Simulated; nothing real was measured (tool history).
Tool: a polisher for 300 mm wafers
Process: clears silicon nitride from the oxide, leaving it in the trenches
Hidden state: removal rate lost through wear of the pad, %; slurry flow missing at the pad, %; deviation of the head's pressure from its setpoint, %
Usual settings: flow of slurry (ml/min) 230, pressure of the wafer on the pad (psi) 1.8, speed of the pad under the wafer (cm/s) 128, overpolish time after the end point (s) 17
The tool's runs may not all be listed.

| run | hour | flow of slurry (ml/min) | pressure of the wafer on the pad (psi) | speed of the pad under the wafer (cm/s) | overpolish time after the end point (s) | wafers since the last listed run | wafers polished on this pad | hours since the slurry nozzle was cleaned | hours since the head pressure was calibrated | incoming thickness of the incoming film, nm | time until the end point was called (s) |
|---|---|---|---|---|---|---|---|---|---|---|---|
| 1 | 0.0 | 270 | 1.8 | 128 | 17 | 0 | 248 | 53.7 | 999.3 | 60.9 | 71.9 |
| 2 | 66.9 | 270 | 1.8 | 128 | 17 | 717 | 965 | 120.6 | 1066.2 | 59.5 | 66.9 |
| 3 | 101.9 | 270 | 1.8 | 128 | 17 | 375 | 1341 | 155.6 | 1101.2 | 59.6 | 71.0 |
| 4 | 161.0 | 200 | 1.8 | 128 | 17 | 633 | 1975 | 214.7 | 1160.3 | 59.8 | 76.4 |
|  | 167.5 | worn pad replaced by a new one |
|  | 174.3 | slurry nozzle cleaned |
| 5 | 226.6 | 200 | 1.8 | 128 | 17 | 649 | 623 | 52.3 | 1225.9 | 60.7 | 79.0 |
| 6 | 293.9 | 230 | 1.8 | 146 | 17 | 721 | 1344 | 119.6 | 1293.2 | 60.3 | 71.6 |
| 7 | 319.8 | 230 | 1.8 | 146 | 17 | 277 | 1622 | 145.5 | 1319.1 | 59.0 | 71.2 |
|  | 343.1 | head pressure recalibrated |
| 8 | 363.2 | 230 | 1.8 | 146 | 17 | 444 | 2066 | 188.9 | 20.1 | 60.7 | 76.1 |
|  | 367.8 | worn pad replaced by a new one, repeated, since the last time left the tool worse |
|  | 387.4 | slurry nozzle cleaned |
| 9 | 456.6 | 230 | 1.8 | 128 | 17 | 948 | 941 | 69.2 | 113.5 | 60.9 | 71.7 |
| 10 | 512.6 | 230 | 1.8 | 128 | 17 | 600 | 1542 | 125.2 | 169.5 | 60.4 | 73.4 |
| 11 | 549.2 | 230 | 1.6 | 128 | 17 | 392 | 1934 | 161.8 | 206.1 | 60.6 | 86.3 |
|  | 569.9 | worn pad replaced by a new one |
| 12 | 593.1 | 230 | 1.8 | 128 | 13 | 427 | 248 | 205.7 | 250.0 | 59.9 | 69.8 |
|  | 624.3 | slurry nozzle cleaned |
| 13 | 632.9 | 230 | 1.8 | 96 | 17 | 416 | 664 | 8.6 | 289.8 | 59.7 | 94.3 |
| 14 | 674.7 | 295 | 1.8 | 128 | 17 | 448 | 1113 | 50.4 | 331.6 | 59.4 | 70.4 |

Run 15 comes next. What will it give?
| 15 | 706.0 | 275 | 1.8 | 128 | 17 | 335 | 1448 | 81.7 | 362.9 | 59.8 | ? |

{"run 15": {"time until the end point was called (s)": 71.3}}
Without the tool's hidden state the same run would have given time until the end point was called (s) 69.1.
